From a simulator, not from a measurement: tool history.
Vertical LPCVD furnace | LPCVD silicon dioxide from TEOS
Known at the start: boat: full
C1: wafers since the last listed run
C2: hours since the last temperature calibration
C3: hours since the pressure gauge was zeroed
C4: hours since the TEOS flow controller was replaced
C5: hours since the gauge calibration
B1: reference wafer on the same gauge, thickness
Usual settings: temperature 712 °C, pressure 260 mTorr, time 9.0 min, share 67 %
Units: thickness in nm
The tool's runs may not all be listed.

run 1 day=0.000 | temperature=712 pressure=260 time=9.0 share=67 | C1=0 C2=1749.9 C3=1109.0 C4=5591.8 C5=558.1 | B1=72.03 | thickness=87.37
run 2 day=0.954 | temperature=712 pressure=295 time=9.0 share=59 | C1=396 C2=1772.8 C3=1131.9 C4=5614.7 C5=581.0 | B1=72.06 | thickness=87.27
run 3 day=1.929 | temperature=712 pressure=260 time=9.0 share=59 | C1=405 C2=1796.2 C3=1155.3 C4=5638.1 C5=604.4 | B1=72.16 | thickness=82.07
run 4 day=3.254 | temperature=712 pressure=260 time=9.0 share=59 | C1=550 C2=1828.0 C3=1187.1 C4=5669.9 C5=636.2 | B1=72.07 | thickness=82.20
run 5 day=4.088 | temperature=712 pressure=260 time=9.0 share=59 | C1=346 C2=1848.0 C3=1207.1 C4=5689.9 C5=656.2 | B1=72.08 | thickness=82.48
run 6 day=5.162 | temperature=712 pressure=260 time=9.0 share=60 | C1=446 C2=1873.8 C3=1232.9 C4=5715.7 C5=682.0 | B1=72.10 | thickness=82.85
run 7 day=6.279 | temperature=712 pressure=260 time=9.0 share=67 | C1=463 C2=1900.6 C3=1259.7 C4=5742.5 C5=708.8 | B1=72.10 | thickness=87.53
-- day=10.312 thermocouples replaced and temperature profile calibrated
run 8 day=10.758 | temperature=712 pressure=260 time=9.0 share=67 | C1=1445 C2=10.7 C3=1367.2 C4=5850.0 C5=816.3 | B1=72.11 | thickness=84.90
run 9 day=11.479 | temperature=712 pressure=280 time=9.0 share=67 | C1=299 C2=28.0 C3=1384.5 C4=5867.3 C5=833.6 | B1=72.20 | thickness=87.75
run 10 day=12.729 | temperature=712 pressure=280 time=9.0 share=67 | C1=519 C2=58.0 C3=1414.5 C4=5897.3 C5=863.6 | B1=72.08 | thickness=87.78
run 11 day=13.350 | temperature=712 pressure=280 time=9.0 share=67 | C1=257 C2=72.9 C3=1429.4 C4=5912.2 C5=878.5 | B1=72.06 | thickness=87.68
run 12 day=14.079 | temperature=712 pressure=260 time=9.0 share=67 | C1=302 C2=90.4 C3=1446.9 C4=5929.7 C5=896.0 | B1=72.12 | thickness=84.70
run 13 day=15.046 | temperature=712 pressure=260 time=9.0 share=67 | C1=401 C2=113.6 C3=1470.1 C4=5952.9 C5=919.2 | B1=72.10 | thickness=85.07
-- day=17.154 TEOS flow controller replaced
run 14 day=17.175 | temperature=723 pressure=310 time=9.0 share=67 | C1=469 C2=164.7 C3=1521.2 C4=0.5 C5=970.3 | B1=72.11 | thickness=118.36
run 15 day=17.383 | temperature=704 pressure=235 time=9.0 share=74 | C1=86 C2=169.7 C3=1526.2 C4=5.5 C5=975.3 | B1=72.03 | thickness=70.36
run 16 day=17.825 | temperature=712 pressure=205 time=9.0 share=67 | C1=183 C2=180.3 C3=1536.8 C4=16.1 C5=985.9 | B1=72.08 | thickness=76.01
run 17 day=19.025 | temperature=712 pressure=305 time=6.5 share=67 | C1=498 C2=209.1 C3=1565.6 C4=44.9 C5=1014.7 | B1=72.13 | thickness=66.53
run 18 day=19.758 | temperature=712 pressure=260 time=9.0 share=67 | C1=304 C2=226.7 C3=1583.2 C4=62.5 C5=1032.3 | B1=72.10 | thickness=85.24
-- day=21.054 pressure gauge zeroed
run 19 day=21.075 | temperature=717 pressure=315 time=9.0 share=78 | C1=131 C2=258.3 C3=0.5 C4=94.1 C5=1063.9 | B1=72.13 | thickness=113.47
run 20 day=21.446 | temperature=712 pressure=260 time=9.0 share=67 | C1=154 C2=267.2 C3=9.4 C4=103.0 C5=1072.8 | B1=72.12 | thickness=85.50
run 21 day=22.933 | temperature=704 pressure=290 time=5.5 share=67 | C1=618 C2=302.9 C3=45.1 C4=138.7 C5=1108.5 | B1=72.11 | thickness=46.14
run 22 day=23.588 | temperature=700 pressure=260 time=12.0 share=67 | C1=271 C2=318.6 C3=60.8 C4=154.4 C5=1124.2 | B1=72.08 | thickness=86.47
run 23 day=24.667 | temperature=703 pressure=195 time=9.0 share=67 | C1=448 C2=344.5 C3=86.7 C4=180.3 C5=1150.1 | B1=72.10 | thickness=60.36
run 24 day=25.221 | temperature=712 pressure=260 time=9.0 share=67 | C1=230 C2=357.8 C3=100.0 C4=193.6 C5=1163.4 | B1=72.12 | thickness=85.48
run 25 day=25.833 | temperature=712 pressure=260 time=9.0 share=67 | C1=254 C2=372.5 C3=114.7 C4=208.3 C5=1178.1 | B1=72.16 | thickness=85.56
-- day=26.583 gauge calibrated
run 26 day=26.846 | temperature=704 pressure=290 time=7.0 share=67 | C1=420 C2=396.8 C3=139.0 C4=232.6 C5=6.3 | B1=72.10 | thickness=58.71
run 27 day=28.071 | temperature=712 pressure=260 time=9.0 share=58 | C1=508 C2=426.2 C3=168.4 C4=262.0 C5=35.7 | B1=72.18 | thickness=79.82
run 28 day=28.888 | temperature=712 pressure=290 time=12.5 share=67 | C1=339 C2=445.8 C3=188.0 C4=281.6 C5=55.3 | B1=72.10 | thickness=125.94
run 29 day=30.125 | temperature=705 pressure=260 time=9.0 share=67 | C1=514 C2=475.5 C3=217.7 C4=311.3 C5=85.0 | B1=72.09 | thickness=73.50
run 30 day=34.421 | temperature=707 pressure=195 time=10.0 share=79 | C1=1784 C2=578.6 C3=320.8 C4=414.4 C5=188.1 | B1=72.05 | thickness=80.66
run 31 day=35.492 | temperature=720 pressure=240 time=12.0 share=67 | C1=444 C2=604.3 C3=346.5 C4=440.1 C5=213.8 | B1=72.12 | thickness=132.36

The tool's hidden state at each run:
true pressure minus gauge reading, mTorr: 0 in every run
deviation of the TEOS flow from its setpoint, %: 0 in every run
gauge reads high (%): 0 in every run
H1: true tube temperature minus thermocouple reading, K
run=1 H1=1.63
run=2 H1=1.63
run=3 H1=1.64
run=4 H1=1.64
run=5 H1=1.64
run=6 H1=1.65
run=7 H1=1.65
run=8 H1=0.0528
run=9 H1=0.0926
run=10 H1=0.159
run=11 H1=0.191
run=12 H1=0.228
run=13 H1=0.275
run=14 H1=0.374
run=15 H1=0.383
run=16 H1=0.403
run=17 H1=0.454
run=18 H1=0.484
run=19 H1=0.536
run=20 H1=0.551
run=21 H1=0.606
run=22 H1=0.63
run=23 H1=0.667
run=24 H1=0.686
run=25 H1=0.707
run=26 H1=0.739
run=27 H1=0.777
run=28 H1=0.802
run=29 H1=0.838
run=30 H1=0.95
run=31 H1=0.976
